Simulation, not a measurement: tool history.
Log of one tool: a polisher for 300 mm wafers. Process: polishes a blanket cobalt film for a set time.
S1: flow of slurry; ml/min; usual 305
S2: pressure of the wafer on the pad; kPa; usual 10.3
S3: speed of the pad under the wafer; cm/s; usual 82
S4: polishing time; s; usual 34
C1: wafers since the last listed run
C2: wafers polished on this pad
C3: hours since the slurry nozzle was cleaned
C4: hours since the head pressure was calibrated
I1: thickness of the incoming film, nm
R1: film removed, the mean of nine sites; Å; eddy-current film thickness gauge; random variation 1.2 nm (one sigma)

run     day   S1    S2   S3  S4   C1   C2     C3      C4     I1    R1
  1   0.000  305  10.3   82  34    0  383  471.8  1290.6  686.0  1004
  2   1.000  305  10.3   82  34  271  654  495.8  1314.6  677.4   996
      2.321  -- worn pad replaced by a new one
  3   2.342  305  10.3   82  34  318    5  528.0  1346.8  679.9   997
  4   3.446  305  10.3   82  34  299  304  554.5  1373.3  683.8  1002
  5   4.179  305  10.3   82  34  198  503  572.1  1390.9  682.4   997
  6   5.654  305  10.3   82  34  399  903  607.5  1426.3  680.1   986
      6.138  -- worn pad replaced by a new one
  7   6.642  305  10.3   82  39  222  137  631.2  1450.0  687.3  1141
      7.721  -- head pressure recalibrated
  8   7.879  305  10.3   82  39  312  449  660.9     3.8  698.8  1250
  9   9.029  305  10.3   82  28  311  761  688.5    31.4  694.7   886
      9.808  -- slurry nozzle cleaned
      9.917  -- worn pad replaced by a new one
 10  10.179  305  10.3   82  28  271   71    8.9    59.0  689.1   891
 11  11.642  305   7.6   62  42  396  467   44.0    94.1  692.7   805
 12  12.762  305   9.0   82  34  303  771   70.9   121.0  699.0   941
 13  13.400  305  10.3   82  34  172  944   86.2   136.3  689.5  1076
     13.604  -- worn pad replaced by a new one
 14  14.708  305  10.3   82  34  309  299  117.6   167.7  689.8  1056
 15  15.492  235  12.4   56  28  212  512  136.4   186.5  686.9   796
 16  16.467  350  13.1   82  43  264  776  159.8   209.9  690.1  1725
 17  17.179  305  10.3  106  34  193  969  176.9   227.0  689.6  1298

4 ways to go on from here, each from the tool as it stands after run 17. What would each give?
  A  17.196  305  10.3  82  26   4  974  177.3  227.4  690.8   ?
  B  17.196  305  11.7  82  41   4  974  177.3  227.4  690.8   ?
  C  17.196  220  10.3  82  24   4  974  177.3  227.4  690.8   ?
  D  17.196  305  12.4  82  25   4  974  177.3  227.4  690.8   ?

run    R1
  A   814
  B  1453
  C   723
  D   938
Without the tool's hidden state the same runs would have given:
run    R1
  A   852
  B  1521
  C   757
  D   982
